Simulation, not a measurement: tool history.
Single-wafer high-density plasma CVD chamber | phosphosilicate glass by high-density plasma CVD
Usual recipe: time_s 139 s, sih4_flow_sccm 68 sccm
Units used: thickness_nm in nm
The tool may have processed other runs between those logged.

| run | hour | time_s | sih4_flow_sccm | read-back reference wafer on the same gauge, thickness_nm | thickness_nm |
|---|---|---|---|---|---|
| 1 | 0 | 157 | 68 | 773.157 | 1019.224 |
| 2 | 60.4 | 157 | 68 | 774.926 | 1029.831 |
| 3 | 134.1 | 157 | 68 | 772.303 | 1029.517 |
| 4 | 177.4 | 139 | 68 | 774.993 | 910.159 |
| 5 | 242.1 | 139 | 68 | 772.19 | 903.832 |
| 6 | 334.8 | 139 | 68 | 772.439 | 910.148 |
| 7 | 403.5 | 139 | 68 | 772.459 | 909.203 |
| 8 | 467 | 139 | 68 | 772.756 | 899.704 |
|  | 514.4 | silane flow controller replaced |
| 9 | 572.5 | 139 | 68 | 775.31 | 907.283 |
| 10 | 661.5 | 139 | 68 | 772.329 | 907.821 |
| 11 | 750.8 | 151 | 81 | 774.348 | 1177.987 |
| 12 | 798.2 | 139 | 58 | 773.32 | 770.972 |
|  | 824.8 | gauge calibrated |
| 13 | 852.6 | 166 | 58 | 774.571 | 922.135 |
| 14 | 893.2 | 139 | 68 | 774.476 | 905.674 |
| 15 | 945.4 | 155 | 79 | 774.062 | 1187.826 |
| 16 | 1040.6 | 148 | 77 | 774.804 | 1102.937 |
| 17 | 1099.8 | 139 | 68 | 773.884 | 912.337 |
| 18 | 1170.3 | 148 | 61 | 774.606 | 865.011 |
| 19 | 1226.8 | 148 | 61 | 773.502 | 869.53 |
| 20 | 1280.7 | 120 | 57 | 775.688 | 657.108 |
| 21 | 1348 | 164 | 80 | 775.129 | 1256.245 |

List, for all runs, the conditions of the tool that the log does not record:
delivered silane flow above the setpoint (%): 0 on each run
gauge reads high (%): 0 on each run
